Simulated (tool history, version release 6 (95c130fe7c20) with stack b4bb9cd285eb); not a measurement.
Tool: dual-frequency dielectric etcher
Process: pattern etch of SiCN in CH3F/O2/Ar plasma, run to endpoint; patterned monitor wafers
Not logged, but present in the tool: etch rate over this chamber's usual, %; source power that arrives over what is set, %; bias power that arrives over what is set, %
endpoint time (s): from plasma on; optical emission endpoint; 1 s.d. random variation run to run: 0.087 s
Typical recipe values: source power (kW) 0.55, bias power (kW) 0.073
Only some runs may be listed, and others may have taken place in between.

run,hour,source power (kW),bias power (kW),wafers since the last listed run,hours since the last wet clean,hours since the last source power generator calibration,hours since the last bias power generator calibration,hours since the last upper electrode change,"incoming incoming film thickness, nm",endpoint time (s)
1,0,0.55,0.083,0,77.7,3224.7,2591.8,5160.7,12.36,26.7
2,27.8,0.55,0.083,306,105.5,3252.5,2619.6,5188.5,12.39,26.8
3,37.8,0.55,0.083,110,115.5,3262.5,2629.6,5198.5,12.35,26.6
4,52.8,0.55,0.069,165,130.5,3277.5,2644.6,5213.5,12.39,29.5
5,61.5,0.55,0.073,95,139.2,3286.2,2653.3,5222.2,12.34,28.4
6,76.5,0.55,0.073,165,154.2,3301.2,2668.3,5237.2,12.32,28.2
7,97.2,0.55,0.073,228,174.9,3321.9,2689,5257.9,12.4,28.5
8,104.5,0.55,0.073,80,182.2,3329.2,2696.3,5265.2,12.34,28.3
9,118.2,0.55,0.073,151,195.9,3342.9,2710,5278.9,12.21,27.9
# hour 129.8: bias power generator calibrated
10,130.3,0.55,0.073,89,208,3355,0.5,5291,12.41,28.4
11,135.1,0.55,0.073,52,212.8,3359.8,5.3,5295.8,12.22,28.1
12,143.3,0.55,0.073,90,221,3368,13.5,5304,12.31,28.3
# hour 170.6: upper electrode replaced
13,171.1,0.55,0.073,41,248.8,3395.8,41.3,0.5,12.3,28.1
14,171.5,0.5,0.073,4,249.2,3396.2,41.7,0.9,12.26,29.6
15,179.7,0.65,0.078,90,257.4,3404.4,49.9,9.1,12.44,25
16,196,0.65,0.078,179,273.7,3420.7,66.2,25.4,12.24,24.6
17,206.8,0.47,0.068,119,284.5,3431.5,77,36.2,12.41,32.1
18,222.1,0.55,0.073,168,299.8,3446.8,92.3,51.5,12.37,28.1
19,233.3,0.45,0.063,123,311,3458,103.5,62.7,12.45,34.7
20,248.1,0.45,0.068,163,325.8,3472.8,118.3,77.5,12.33,32.7
21,260.4,0.64,0.087,135,338.1,3485.1,130.6,89.8,12.21,23
22,273.9,0.55,0.073,148,351.6,3498.6,144.1,103.3,12.23,27.5
23,280,0.55,0.073,67,357.7,3504.7,150.2,109.4,12.25,27.5
# hour 311.5: source power generator calibrated
# hour 316: wet clean of the chamber
24,316.5,0.55,0.073,308,0.5,5,186.7,145.9,12.26,29.1
25,316.8,0.6,0.06,3,0.8,5.3,187,146.2,12.35,31.1
26,321.6,0.49,0.073,52,5.6,10.1,191.8,151,12.3,31
27,352.6,0.55,0.069,341,36.6,41.1,222.8,182,12.33,30.1
28,361.9,0.63,0.081,102,45.9,50.4,232.1,191.3,12.27,25.3
29,373.4,0.69,0.09,126,57.4,61.9,243.6,202.8,12.35,23.1
30,380.9,0.61,0.081,82,64.9,69.4,251.1,210.3,12.34,25.9
31,390.3,0.55,0.08,103,74.3,78.8,260.5,219.7,12.35,27.6
32,407.3,0.47,0.073,187,91.3,95.8,277.5,236.7,12.13,31
33,418.7,0.55,0.073,125,102.7,107.2,288.9,248.1,12.26,28.7

Alternative continuations, all from the tool just after run 33; predict every row:
A,419.1,0.55,0.073,4,103.1,107.6,289.3,248.5,12.38,?
B,419.1,0.49,0.085,4,103.1,107.6,289.3,248.5,12.38,?
C,419.1,0.42,0.063,4,103.1,107.6,289.3,248.5,12.38,?

run,endpoint time (s)
A,29
B,28.5
C,37
What these runs would have given with no unlogged condition in the tool:
run,endpoint time (s)
A,29.2
B,28.7
C,37.3
